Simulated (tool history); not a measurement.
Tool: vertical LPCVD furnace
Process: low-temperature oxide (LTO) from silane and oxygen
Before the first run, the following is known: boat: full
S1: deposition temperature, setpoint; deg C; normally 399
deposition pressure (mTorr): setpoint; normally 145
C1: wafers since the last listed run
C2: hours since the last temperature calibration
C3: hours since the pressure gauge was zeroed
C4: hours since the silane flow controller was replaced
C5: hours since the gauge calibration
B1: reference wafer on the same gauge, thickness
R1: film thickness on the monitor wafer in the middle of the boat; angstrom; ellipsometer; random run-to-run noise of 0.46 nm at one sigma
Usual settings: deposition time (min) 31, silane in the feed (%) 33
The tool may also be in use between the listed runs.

Run 1, hour 0: usual settings; C1 0; C2 4435.6; C3 707; C4 3104.3; C5 243.8; B1 127. Result: R1 1472.1 angstrom.
Run 2, hour 52.1: usual settings; C1 656; C2 4487.7; C3 759.1; C4 3156.4; C5 295.9; B1 127.05. Result: R1 1479.2 angstrom.
Run 3, hour 76.4: usual settings; C1 306; C2 4512; C3 783.4; C4 3180.7; C5 320.2; B1 127. Result: R1 1478.2 angstrom.
Run 4, hour 122.1: usual settings; C1 575; C2 4557.7; C3 829.1; C4 3226.4; C5 365.9; B1 127.04. Result: R1 1480.1 angstrom.
Run 5, hour 165.1: usual settings; C1 541; C2 4600.7; C3 872.1; C4 3269.4; C5 408.9; B1 127.02. Result: R1 1483.5 angstrom.
Run 6, hour 222: usual settings; C1 717; C2 4657.6; C3 929; C4 3326.3; C5 465.8; B1 127.02. Result: R1 1473.2 angstrom.
Run 7, hour 266.1: usual settings; C1 555; C2 4701.7; C3 973.1; C4 3370.4; C5 509.9; B1 126.94. Result: R1 1465.8 angstrom.
Run 8, hour 327.4: usual settings but deposition time (min) 25.5; C1 772; C2 4763; C3 1034.4; C4 3431.7; C5 571.2; B1 126.92. Result: R1 1218.5 angstrom.
Run 9, hour 364.6: usual settings but silane in the feed (%) 29; C1 468; C2 4800.2; C3 1071.6; C4 3468.9; C5 608.4; B1 126.98. Result: R1 1233.1 angstrom.
At hour 447.5: gauge calibrated.
At hour 451.3: silane flow controller replaced.
Run 10, hour 451.8: usual settings but S1 395 deg C; C1 796; C2 4887.4; C3 1158.8; C4 0.5; C5 4.3; B1 127.02. Result: R1 1326.9 angstrom.
Run 11, hour 473.9: usual settings but deposition pressure (mTorr) 180; C1 278; C2 4909.5; C3 1180.9; C4 22.6; C5 26.4; B1 126.98. Result: R1 1742.4 angstrom.
Run 12, hour 541.9: usual settings but deposition time (min) 36, silane in the feed (%) 38; C1 856; C2 4977.5; C3 1248.9; C4 90.6; C5 94.4; B1 127.04. Result: R1 1955.8 angstrom.
At hour 614.5: thermocouples replaced and temperature profile calibrated.
Run 13, hour 615: usual settings; C1 618; C2 0.5; C3 1322; C4 163.7; C5 167.5; B1 126.99. Result: R1 1395 angstrom.
Run 14, hour 665.4: usual settings but S1 393 deg C, silane in the feed (%) 37; C1 635; C2 50.9; C3 1372.4; C4 214.1; C5 217.9; B1 126.98. Result: R1 1524.7 angstrom.
At hour 737.7: pressure gauge zeroed.
Run 15, hour 738.2: usual settings; C1 615; C2 123.7; C3 0.5; C4 286.9; C5 290.7; B1 127.05. Result: R1 1420.4 angstrom.
Run 16, hour 778: usual settings but S1 405 deg C; C1 501; C2 163.5; C3 40.3; C4 326.7; C5 330.5; B1 127.05. Result: R1 1527.3 angstrom.
Run 17, hour 848.6: usual settings but deposition pressure (mTorr) 175, deposition time (min) 19.5, silane in the feed (%) 27; C1 889; C2 234.1; C3 110.9; C4 397.3; C5 401.1; B1 127.01. Result: R1 808.6 angstrom.
Run 18, hour 876.4: usual settings but deposition pressure (mTorr) 110; C1 350; C2 261.9; C3 138.7; C4 425.1; C5 428.9; B1 126.97. Result: R1 1078.2 angstrom.
Run 19, hour 946.4: usual settings but deposition time (min) 20; C1 882; C2 331.9; C3 208.7; C4 495.1; C5 498.9; B1 127.03. Result: R1 917 angstrom.

What if the next run were any one of these 3? Each begins from the tool's condition after run 19:
Run A, hour 951: usual settings; C1 57; C2 336.5; C3 213.3; C4 499.7; C5 503.5; B1 ?. Result: R1 ?.
Run B, hour 951: usual settings but S1 402 deg C, deposition pressure (mTorr) 155, deposition time (min) 42, silane in the feed (%) 29; C1 57; C2 336.5; C3 213.3; C4 499.7; C5 503.5; B1 ?. Result: R1 ?.
Run C, hour 951: usual settings but deposition time (min) 23.5, silane in the feed (%) 36; C1 57; C2 336.5; C3 213.3; C4 499.7; C5 503.5; B1 ?. Result: R1 ?.

run      B1      R1
  A  126.99  1424.2
  B  126.99  1777.5
  C  126.99  1213.1
The same runs, with their run-to-run variation unchanged, on a tool lacking any hidden condition would have given:
run      R1
  A  1414.6
  B  1762.7
  C  1206.3
